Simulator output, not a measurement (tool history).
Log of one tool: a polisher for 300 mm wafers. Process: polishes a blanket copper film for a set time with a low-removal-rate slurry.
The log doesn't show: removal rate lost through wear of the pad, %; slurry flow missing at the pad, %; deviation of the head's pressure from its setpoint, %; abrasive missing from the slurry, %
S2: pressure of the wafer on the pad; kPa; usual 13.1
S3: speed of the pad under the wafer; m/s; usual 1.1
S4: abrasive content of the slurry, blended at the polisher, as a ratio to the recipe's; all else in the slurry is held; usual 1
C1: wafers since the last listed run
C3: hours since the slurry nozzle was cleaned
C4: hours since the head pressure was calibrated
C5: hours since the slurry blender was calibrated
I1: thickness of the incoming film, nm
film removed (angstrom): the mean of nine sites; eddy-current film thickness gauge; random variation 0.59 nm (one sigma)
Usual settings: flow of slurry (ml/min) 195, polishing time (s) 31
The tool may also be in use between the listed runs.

{"run": 1, "hour": 0.0, "flow of slurry (ml/min)": 195, "S2": 13.1, "S3": 1.1, "S4": 1, "polishing time (s)": 31, "C1": 0, "wafers polished on this pad": 903, "C3": 117.9, "C4": 699.1, "C5": 125.1, "I1": 1459.1, "film removed (angstrom)": 439}
{"run": 2, "hour": 7.6, "flow of slurry (ml/min)": 195, "S2": 13.1, "S3": 1.1, "S4": 1, "polishing time (s)": 31, "C1": 70, "wafers polished on this pad": 973, "C3": 125.5, "C4": 706.7, "C5": 132.7, "I1": 1465.8, "film removed (angstrom)": 441}
{"hour": 21.9, "done": "worn pad replaced by a new one"}
{"run": 3, "hour": 25.3, "flow of slurry (ml/min)": 220, "S2": 13.1, "S3": 1.1, "S4": 1.2, "polishing time (s)": 31, "C1": 126, "wafers polished on this pad": 31, "C3": 143.2, "C4": 724.4, "C5": 150.4, "I1": 1437.8, "film removed (angstrom)": 500}
{"run": 4, "hour": 32.1, "flow of slurry (ml/min)": 195, "S2": 13.1, "S3": 1.1, "S4": 1, "polishing time (s)": 31, "C1": 62, "wafers polished on this pad": 93, "C3": 150, "C4": 731.2, "C5": 157.2, "I1": 1445.4, "film removed (angstrom)": 477}
{"run": 5, "hour": 48.9, "flow of slurry (ml/min)": 195, "S2": 13.1, "S3": 1.1, "S4": 1, "polishing time (s)": 31, "C1": 155, "wafers polished on this pad": 248, "C3": 166.8, "C4": 748, "C5": 174, "I1": 1451.4, "film removed (angstrom)": 461}
{"run": 6, "hour": 65.5, "flow of slurry (ml/min)": 195, "S2": 13.1, "S3": 1.1, "S4": 1, "polishing time (s)": 31, "C1": 153, "wafers polished on this pad": 402, "C3": 183.4, "C4": 764.6, "C5": 190.6, "I1": 1462.2, "film removed (angstrom)": 446}
{"run": 7, "hour": 75.6, "flow of slurry (ml/min)": 195, "S2": 13.8, "S3": 1.1, "S4": 1, "polishing time (s)": 31, "C1": 93, "wafers polished on this pad": 495, "C3": 193.5, "C4": 774.7, "C5": 200.7, "I1": 1427.3, "film removed (angstrom)": 470}
{"run": 8, "hour": 91.5, "flow of slurry (ml/min)": 195, "S2": 13.8, "S3": 1.1, "S4": 1, "polishing time (s)": 31, "C1": 146, "wafers polished on this pad": 642, "C3": 209.4, "C4": 790.6, "C5": 216.6, "I1": 1445.3, "film removed (angstrom)": 467}
{"run": 9, "hour": 108.6, "flow of slurry (ml/min)": 195, "S2": 13.8, "S3": 1.1, "S4": 1, "polishing time (s)": 31, "C1": 157, "wafers polished on this pad": 800, "C3": 226.5, "C4": 807.7, "C5": 233.7, "I1": 1462.6, "film removed (angstrom)": 459}
{"run": 10, "hour": 116.2, "flow of slurry (ml/min)": 195, "S2": 13.1, "S3": 1.1, "S4": 1, "polishing time (s)": 31, "C1": 70, "wafers polished on this pad": 870, "C3": 234.1, "C4": 815.3, "C5": 241.3, "I1": 1443.2, "film removed (angstrom)": 436}
{"hour": 127.6, "done": "worn pad replaced by a new one"}
{"run": 11, "hour": 161.6, "flow of slurry (ml/min)": 195, "S2": 13.1, "S3": 1.1, "S4": 1, "polishing time (s)": 31, "C1": 382, "wafers polished on this pad": 313, "C3": 279.5, "C4": 860.7, "C5": 286.7, "I1": 1430.3, "film removed (angstrom)": 458}
{"run": 12, "hour": 171.0, "flow of slurry (ml/min)": 195, "S2": 13.1, "S3": 1.1, "S4": 1, "polishing time (s)": 31, "C1": 86, "wafers polished on this pad": 400, "C3": 288.9, "C4": 870.1, "C5": 296.1, "I1": 1451.6, "film removed (angstrom)": 446}
{"run": 13, "hour": 188.9, "flow of slurry (ml/min)": 195, "S2": 13.1, "S3": 1.1, "S4": 1, "polishing time (s)": 31, "C1": 165, "wafers polished on this pad": 566, "C3": 306.8, "C4": 888, "C5": 314, "I1": 1453, "film removed (angstrom)": 442}
{"hour": 193.0, "done": "slurry blender recalibrated"}
{"run": 14, "hour": 202.7, "flow of slurry (ml/min)": 130, "S2": 13.1, "S3": 1.1, "S4": 0.85, "polishing time (s)": 31, "C1": 108, "wafers polished on this pad": 674, "C3": 320.6, "C4": 901.8, "C5": 9.7, "I1": 1477.6, "film removed (angstrom)": 394}
{"run": 15, "hour": 210.2, "flow of slurry (ml/min)": 195, "S2": 13.1, "S3": 1.44, "S4": 1, "polishing time (s)": 31, "C1": 69, "wafers polished on this pad": 744, "C3": 328.1, "C4": 909.3, "C5": 17.2, "I1": 1462.8, "film removed (angstrom)": 563}
{"hour": 217.3, "done": "slurry nozzle cleaned"}
{"run": 16, "hour": 225.9, "flow of slurry (ml/min)": 195, "S2": 13.1, "S3": 1.1, "S4": 1, "polishing time (s)": 31, "C1": 135, "wafers polished on this pad": 879, "C3": 8.6, "C4": 925, "C5": 32.9, "I1": 1478, "film removed (angstrom)": 442}
{"run": 17, "hour": 242.0, "flow of slurry (ml/min)": 135, "S2": 15.9, "S3": 0.94, "S4": 1, "polishing time (s)": 37, "C1": 148, "wafers polished on this pad": 1028, "C3": 24.7, "C4": 941.1, "C5": 49, "I1": 1460.8, "film removed (angstrom)": 517}
{"hour": 250.7, "done": "worn pad replaced by a new one"}
{"run": 18, "hour": 251.2, "flow of slurry (ml/min)": 230, "S2": 13.1, "S3": 1.1, "S4": 1, "polishing time (s)": 31, "C1": 48, "wafers polished on this pad": 4, "C3": 33.9, "C4": 950.3, "C5": 58.2, "I1": 1458.6, "film removed (angstrom)": 485}
{"run": 19, "hour": 267.5, "flow of slurry (ml/min)": 195, "S2": 13.1, "S3": 1.1, "S4": 1, "polishing time (s)": 31, "C1": 150, "wafers polished on this pad": 154, "C3": 50.2, "C4": 966.6, "C5": 74.5, "I1": 1428.3, "film removed (angstrom)": 451}
{"hour": 270.8, "done": "head pressure recalibrated"}
{"run": 20, "hour": 279.9, "flow of slurry (ml/min)": 195, "S2": 13.1, "S3": 1.1, "S4": 1, "polishing time (s)": 31, "C1": 96, "wafers polished on this pad": 250, "C3": 62.6, "C4": 9.1, "C5": 86.9, "I1": 1426.9, "film removed (angstrom)": 524}
{"run": 21, "hour": 296.6, "flow of slurry (ml/min)": 195, "S2": 10.3, "S3": 1.1, "S4": 1, "polishing time (s)": 37, "C1": 154, "wafers polished on this pad": 404, "C3": 79.3, "C4": 25.8, "C5": 103.6, "I1": 1474.8, "film removed (angstrom)": 491}
{"run": 22, "hour": 306.7, "flow of slurry (ml/min)": 195, "S2": 13.1, "S3": 0.8, "S4": 1, "polishing time (s)": 25, "C1": 93, "wafers polished on this pad": 498, "C3": 89.4, "C4": 35.9, "C5": 113.7, "I1": 1465.7, "film removed (angstrom)": 316}
{"run": 23, "hour": 314.3, "flow of slurry (ml/min)": 195, "S2": 9.7, "S3": 1.1, "S4": 1.25, "polishing time (s)": 31, "C1": 70, "wafers polished on this pad": 568, "C3": 97, "C4": 43.5, "C5": 121.3, "I1": 1448.7, "film removed (angstrom)": 395}
{"run": 24, "hour": 324.4, "flow of slurry (ml/min)": 195, "S2": 13.1, "S3": 1.28, "S4": 1, "polishing time (s)": 31, "C1": 93, "wafers polished on this pad": 661, "C3": 107.1, "C4": 53.6, "C5": 131.4, "I1": 1428.8, "film removed (angstrom)": 581}
{"run": 25, "hour": 336.0, "flow of slurry (ml/min)": 195, "S2": 13.1, "S3": 1.1, "S4": 1, "polishing time (s)": 21, "C1": 107, "wafers polished on this pad": 768, "C3": 118.7, "C4": 65.2, "C5": 143, "I1": 1453.3, "film removed (angstrom)": 344}
{"run": 26, "hour": 348.8, "flow of slurry (ml/min)": 225, "S2": 17.2, "S3": 1.1, "S4": 1.15, "polishing time (s)": 38, "C1": 118, "wafers polished on this pad": 886, "C3": 131.5, "C4": 78, "C5": 155.8, "I1": 1438.6, "film removed (angstrom)": 858}
{"hour": 353.1, "done": "worn pad replaced by a new one"}
{"run": 27, "hour": 364.2, "flow of slurry (ml/min)": 195, "S2": 13.1, "S3": 1.1, "S4": 1, "polishing time (s)": 31, "C1": 105, "wafers polished on this pad": 102, "C3": 146.9, "C4": 93.4, "C5": 171.2, "I1": 1474, "film removed (angstrom)": 518}
{"run": 28, "hour": 412.0, "flow of slurry (ml/min)": 195, "S2": 13.1, "S3": 1.1, "S4": 1, "polishing time (s)": 31, "C1": 441, "wafers polished on this pad": 543, "C3": 194.7, "C4": 141.2, "C5": 219, "I1": 1459.5, "film removed (angstrom)": 499}
{"run": 29, "hour": 418.4, "flow of slurry (ml/min)": 195, "S2": 13.1, "S3": 1.1, "S4": 1, "polishing time (s)": 31, "C1": 59, "wafers polished on this pad": 603, "C3": 201.1, "C4": 147.6, "C5": 225.4, "I1": 1461.9, "film removed (angstrom)": 494}

How the hidden state differs across the entries between the runs, from the last listed run before each to the first after it:
Between runs 2 and 3: worn pad replaced by a new one (hour 21.9)
  removal rate lost through wear of the pad, %: 8.61 -> 1.37; deviation of the head's pressure from its setpoint, %: -12.8 -> -12.9
  measured less the result without the state, film removed (angstrom): -112 -> -81
Between runs 10 and 11: worn pad replaced by a new one (hour 127.6)
  removal rate lost through wear of the pad, %: 8.9 -> 5.41; deviation of the head's pressure from its setpoint, %: -13.2 -> -13.3
  measured less the result without the state, film removed (angstrom): -116 -> -101
Between runs 13 and 14: slurry blender recalibrated (hour 193)
  removal rate lost through wear of the pad, %: 7.32 -> 7.88
  measured less the result without the state, film removed (angstrom): -109 -> -100
Between runs 15 and 16: slurry nozzle cleaned (hour 217.3)
  removal rate lost through wear of the pad, %: 8.1 -> 8.46; deviation of the head's pressure from its setpoint, %: -13.4 -> -13.5
  measured less the result without the state, film removed (angstrom): -145 -> -116
Between runs 17 and 18: worn pad replaced by a new one (hour 250.7)
  removal rate lost through wear of the pad, %: 8.7 -> 0.604
  measured less the result without the state, film removed (angstrom): -137 -> -79
Between runs 19 and 20: head pressure recalibrated (hour 270.8)
  removal rate lost through wear of the pad, %: 3.7 -> 5.32; deviation of the head's pressure from its setpoint, %: -13.5 -> 1.63
  measured less the result without the state, film removed (angstrom): -91 -> -21
Between runs 26 and 27: worn pad replaced by a new one (hour 353.1)
  removal rate lost through wear of the pad, %: 8.86 -> 2.61; deviation of the head's pressure from its setpoint, %: -0.811 -> -1.29
  measured less the result without the state, film removed (angstrom): -91 -> -20
